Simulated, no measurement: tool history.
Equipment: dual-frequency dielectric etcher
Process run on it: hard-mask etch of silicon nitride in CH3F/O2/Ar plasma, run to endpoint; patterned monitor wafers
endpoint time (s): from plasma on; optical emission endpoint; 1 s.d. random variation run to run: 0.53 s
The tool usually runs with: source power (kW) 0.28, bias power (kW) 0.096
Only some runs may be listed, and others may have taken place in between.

| run | day | source power (kW) | bias power (kW) | wafers since the last listed run | hours since the last wet clean | hours since the last source power generator calibration | hours since the last bias power generator calibration | hours since the last upper electrode change | incoming incoming film thickness, nm | endpoint time (s) |
|---|---|---|---|---|---|---|---|---|---|---|
| 1 | 0 | 0.28 | 0.096 | 0 | 140.7 | 4744.4 | 2075.6 | 3672.7 | 45.75 | 62.8 |
| 2 | 1.146 | 0.28 | 0.096 | 295 | 168.2 | 4771.9 | 2103.1 | 3700.2 | 45.83 | 61.6 |
| 3 | 2.467 | 0.28 | 0.096 | 341 | 199.9 | 4803.6 | 2134.8 | 3731.9 | 45.4 | 61.6 |
| 4 | 5.929 | 0.28 | 0.096 | 894 | 283 | 4886.7 | 2217.9 | 3815 | 45.25 | 60.2 |
| 5 | 7.117 | 0.28 | 0.096 | 306 | 311.5 | 4915.2 | 2246.4 | 3843.5 | 45.56 | 60.6 |
| 6 | 7.642 | 0.28 | 0.079 | 135 | 324.1 | 4927.8 | 2259 | 3856.1 | 45.66 | 64.5 |
| 7 | 8.312 | 0.28 | 0.079 | 173 | 340.2 | 4943.9 | 2275.1 | 3872.2 | 45.62 | 63.3 |
| 8 | 9.779 | 0.28 | 0.11 | 378 | 375.4 | 4979.1 | 2310.3 | 3907.4 | 45.46 | 57.1 |
| 9 | 10.912 | 0.28 | 0.11 | 292 | 402.6 | 5006.3 | 2337.5 | 3934.6 | 45.22 | 57.8 |
|  | 12.592 | upper electrode replaced, of another model than before |
| 10 | 12.612 | 0.28 | 0.11 | 180 | 443.4 | 5047.1 | 2378.3 | 0.5 | 45.04 | 55.7 |
| 11 | 12.958 | 0.28 | 0.096 | 89 | 451.7 | 5055.4 | 2386.6 | 8.8 | 45.14 | 58.1 |
| 12 | 13.662 | 0.28 | 0.096 | 181 | 468.6 | 5072.3 | 2403.5 | 25.7 | 45.16 | 59.2 |
|  | 15.471 | wet clean of the chamber |
| 13 | 15.492 | 0.28 | 0.096 | 214 | 0.5 | 5116.2 | 2447.4 | 69.6 | 44.93 | 63 |
| 14 | 15.604 | 0.23 | 0.077 | 29 | 3.2 | 5118.9 | 2450.1 | 72.3 | 45.38 | 71.2 |
| 15 | 16.533 | 0.34 | 0.119 | 239 | 25.5 | 5141.2 | 2472.4 | 94.6 | 44.79 | 53.9 |
| 16 | 17.412 | 0.23 | 0.096 | 227 | 46.6 | 5162.3 | 2493.5 | 115.7 | 45.35 | 65.6 |
| 17 | 17.962 | 0.3 | 0.108 | 142 | 59.8 | 5175.5 | 2506.7 | 128.9 | 45.53 | 58.6 |
| 18 | 18.8 | 0.35 | 0.114 | 216 | 79.9 | 5195.6 | 2526.8 | 149 | 45.52 | 54.2 |
| 19 | 19.875 | 0.33 | 0.096 | 277 | 105.7 | 5221.4 | 2552.6 | 174.8 | 45.09 | 57.8 |
| 20 | 20.979 | 0.21 | 0.08 | 285 | 132.2 | 5247.9 | 2579.1 | 201.3 | 44.97 | 70.8 |
|  | 21.775 | bias power generator calibrated |
| 21 | 22.171 | 0.28 | 0.096 | 264 | 160.8 | 5276.5 | 9.5 | 229.9 | 45.99 | 62.5 |
|  | 22.433 | source power generator calibrated |
| 22 | 23.346 | 0.25 | 0.117 | 260 | 189 | 21.9 | 37.7 | 258.1 | 45.44 | 57.4 |
| 23 | 24.267 | 0.33 | 0.109 | 237 | 211.1 | 44 | 59.8 | 280.2 | 45.38 | 55.3 |
| 24 | 25.138 | 0.25 | 0.08 | 224 | 232 | 64.9 | 80.7 | 301.1 | 45.48 | 67 |
| 25 | 26.383 | 0.28 | 0.079 | 321 | 261.9 | 94.8 | 110.6 | 331 | 45.23 | 64.8 |
| 26 | 27.867 | 0.22 | 0.113 | 383 | 297.5 | 130.4 | 146.2 | 366.6 | 45.14 | 60.9 |
| 27 | 28.421 | 0.24 | 0.073 | 143 | 310.8 | 143.7 | 159.5 | 379.9 | 45.65 | 70.3 |

Hidden state, per run?
source power that arrives over what is set, %: 0 at every run
bias power that arrives over what is set, %: 0 at every run
H1: etch rate over this chamber's usual, %
| run | H1 |
|---|---|
| 1 | 1.41 |
| 2 | 1.71 |
| 3 | 2.05 |
| 4 | 2.94 |
| 5 | 3.25 |
| 6 | 3.38 |
| 7 | 3.55 |
| 8 | 3.93 |
| 9 | 4.22 |
| 10 | 4.66 |
| 11 | 4.75 |
| 12 | 4.93 |
| 13 | -0.558 |
| 14 | -0.529 |
| 15 | -0.29 |
| 16 | -0.0633 |
| 17 | 0.0782 |
| 18 | 0.294 |
| 19 | 0.57 |
| 20 | 0.854 |
| 21 | 1.16 |
| 22 | 1.46 |
| 23 | 1.7 |
| 24 | 1.92 |
| 25 | 2.25 |
| 26 | 2.63 |
| 27 | 2.77 |
